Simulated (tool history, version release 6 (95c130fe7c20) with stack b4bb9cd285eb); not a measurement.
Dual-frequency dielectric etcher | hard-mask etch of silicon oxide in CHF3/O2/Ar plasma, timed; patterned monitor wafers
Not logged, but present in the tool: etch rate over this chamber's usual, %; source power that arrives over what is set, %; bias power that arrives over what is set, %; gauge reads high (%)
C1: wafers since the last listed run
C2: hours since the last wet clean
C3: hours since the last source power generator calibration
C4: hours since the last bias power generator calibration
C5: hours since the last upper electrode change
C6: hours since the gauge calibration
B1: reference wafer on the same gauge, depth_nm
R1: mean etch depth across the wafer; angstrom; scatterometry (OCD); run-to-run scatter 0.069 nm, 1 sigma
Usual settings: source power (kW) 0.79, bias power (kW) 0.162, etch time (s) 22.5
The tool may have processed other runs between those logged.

run 1 hour=0 | source_power_(kW)=0.79 bias_power_(kW)=0.162 etch_time_(s)=22.5 | C1=0 C2=544.9 C3=2986 C4=3602.9 C5=4819.9 C6=96.6 | B1=45.1 | R1=438.1
-- hour=2.3 gauge calibrated
run 2 hour=6.1 | source_power_(kW)=0.79 bias_power_(kW)=0.162 etch_time_(s)=22.5 | C1=102 C2=551 C3=2992.1 C4=3609 C5=4826 C6=3.8 | B1=45.1 | R1=437.2
run 3 hour=22.3 | source_power_(kW)=0.79 bias_power_(kW)=0.162 etch_time_(s)=22.5 | C1=271 C2=567.2 C3=3008.3 C4=3625.2 C5=4842.2 C6=20 | B1=45.1 | R1=435.9
run 4 hour=35.9 | source_power_(kW)=0.79 bias_power_(kW)=0.162 etch_time_(s)=22.5 | C1=228 C2=580.8 C3=3021.9 C4=3638.8 C5=4855.8 C6=33.6 | B1=45.12 | R1=436
run 5 hour=42.2 | source_power_(kW)=0.79 bias_power_(kW)=0.162 etch_time_(s)=22.5 | C1=105 C2=587.1 C3=3028.2 C4=3645.1 C5=4862.1 C6=39.9 | B1=45.12 | R1=436.4
-- hour=54.8 bias power generator calibrated
-- hour=62.2 source power generator calibrated
-- hour=71.7 wet clean of the chamber
run 6 hour=72.2 | source_power_(kW)=0.79 bias_power_(kW)=0.162 etch_time_(s)=22.5 | C1=209 C2=0.5 C3=10 C4=17.4 C5=4892.1 C6=69.9 | B1=45.12 | R1=465.2
run 7 hour=72.6 | source_power_(kW)=0.79 bias_power_(kW)=0.162 etch_time_(s)=22.5 | C1=6 C2=0.9 C3=10.4 C4=17.8 C5=4892.5 C6=70.3 | B1=45.1 | R1=465.2
run 8 hour=72.9 | source_power_(kW)=0.86 bias_power_(kW)=0.141 etch_time_(s)=26 | C1=5 C2=1.2 C3=10.7 C4=18.1 C5=4892.8 C6=70.6 | B1=45.12 | R1=530
run 9 hour=76.6 | source_power_(kW)=0.65 bias_power_(kW)=0.176 etch_time_(s)=22.5 | C1=62 C2=4.9 C3=14.4 C4=21.8 C5=4896.5 C6=74.3 | B1=45.09 | R1=433.9
run 10 hour=91.8 | source_power_(kW)=0.79 bias_power_(kW)=0.145 etch_time_(s)=22.5 | C1=254 C2=20.1 C3=29.6 C4=37 C5=4911.7 C6=89.5 | B1=45.11 | R1=444.3
-- hour=117.3 gauge calibrated
-- hour=118.7 upper electrode replaced
run 11 hour=119.2 | source_power_(kW)=0.79 bias_power_(kW)=0.162 etch_time_(s)=22.5 | C1=57 C2=47.5 C3=57 C4=64.4 C5=0.5 C6=1.9 | B1=45.12 | R1=463.2
run 12 hour=125.7 | source_power_(kW)=0.79 bias_power_(kW)=0.162 etch_time_(s)=16 | C1=109 C2=54 C3=63.5 C4=70.9 C5=7 C6=8.4 | B1=45.11 | R1=329.3
run 13 hour=139.6 | source_power_(kW)=0.68 bias_power_(kW)=0.144 etch_time_(s)=18 | C1=233 C2=67.9 C3=77.4 C4=84.8 C5=20.9 C6=22.3 | B1=45.09 | R1=326
run 14 hour=149.3 | source_power_(kW)=0.67 bias_power_(kW)=0.124 etch_time_(s)=16.5 | C1=162 C2=77.6 C3=87.1 C4=94.5 C5=30.6 C6=32 | B1=45.08 | R1=278

Give the tool's hidden conditions for every run:
source power that arrives over what is set, %: 0 across all the runs
bias power that arrives over what is set, %: 0 across all the runs
gauge reads high (%): 0 across all the runs
H1: etch rate over this chamber's usual, %
run=1 H1=-5.05
run=2 H1=-5.1
run=3 H1=-5.23
run=4 H1=-5.34
run=5 H1=-5.39
run=6 H1=0.97
run=7 H1=0.967
run=8 H1=0.964
run=9 H1=0.934
run=10 H1=0.809
run=11 H1=0.584
run=12 H1=0.531
run=13 H1=0.417
run=14 H1=0.337
